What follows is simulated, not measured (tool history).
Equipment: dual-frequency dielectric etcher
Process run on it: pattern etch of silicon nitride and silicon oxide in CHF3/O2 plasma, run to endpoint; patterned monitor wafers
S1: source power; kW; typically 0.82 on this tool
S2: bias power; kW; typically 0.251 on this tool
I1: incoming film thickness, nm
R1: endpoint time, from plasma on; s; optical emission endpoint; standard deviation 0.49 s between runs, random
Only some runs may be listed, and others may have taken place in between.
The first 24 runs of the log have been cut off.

run 25 day=55.1 | S1=0.65 S2=0.293 | I1=309.5 | R1=156.4
run 26 day=56.15 | S1=0.98 S2=0.211 | I1=311.1 | R1=159.1
run 27 day=59.125 | S1=0.89 S2=0.234 | I1=304.6 | R1=154
run 28 day=62.083 | S1=0.82 S2=0.195 | I1=306.8 | R1=170.9
-- day=63.217 wet clean of the chamber
run 29 day=63.496 | S1=0.68 S2=0.251 | I1=309 | R1=164.6
run 30 day=65.775 | S1=0.98 S2=0.224 | I1=309.8 | R1=153.6
run 31 day=66.933 | S1=0.95 S2=0.228 | I1=307.7 | R1=153.7
run 32 day=68.588 | S1=0.82 S2=0.251 | I1=306.3 | R1=153
run 33 day=69.642 | S1=0.72 S2=0.251 | I1=306.6 | R1=160.3
run 34 day=72.579 | S1=0.77 S2=0.216 | I1=304.9 | R1=165

Predict each of these 5 candidate next runs independently; none follows another, all start after run 34:
run A day=72.6 | S1=0.82 S2=0.204 | I1=307.5 | R1=?
run B day=72.6 | S1=0.69 S2=0.229 | I1=307.5 | R1=?
run C day=72.6 | S1=0.69 S2=0.302 | I1=307.5 | R1=?
run D day=72.6 | S1=1.02 S2=0.209 | I1=307.5 | R1=?
run E day=72.6 | S1=0.82 S2=0.31 | I1=307.5 | R1=?

run=A R1=167.6
run=B R1=168.4
run=C R1=150.4
run=D R1=155
run=E R1=141.5
What these runs would have given with no unlogged condition in the tool:
run=A R1=169.3
run=B R1=170.1
run=C R1=151.8
run=D R1=156.6
run=E R1=142.8

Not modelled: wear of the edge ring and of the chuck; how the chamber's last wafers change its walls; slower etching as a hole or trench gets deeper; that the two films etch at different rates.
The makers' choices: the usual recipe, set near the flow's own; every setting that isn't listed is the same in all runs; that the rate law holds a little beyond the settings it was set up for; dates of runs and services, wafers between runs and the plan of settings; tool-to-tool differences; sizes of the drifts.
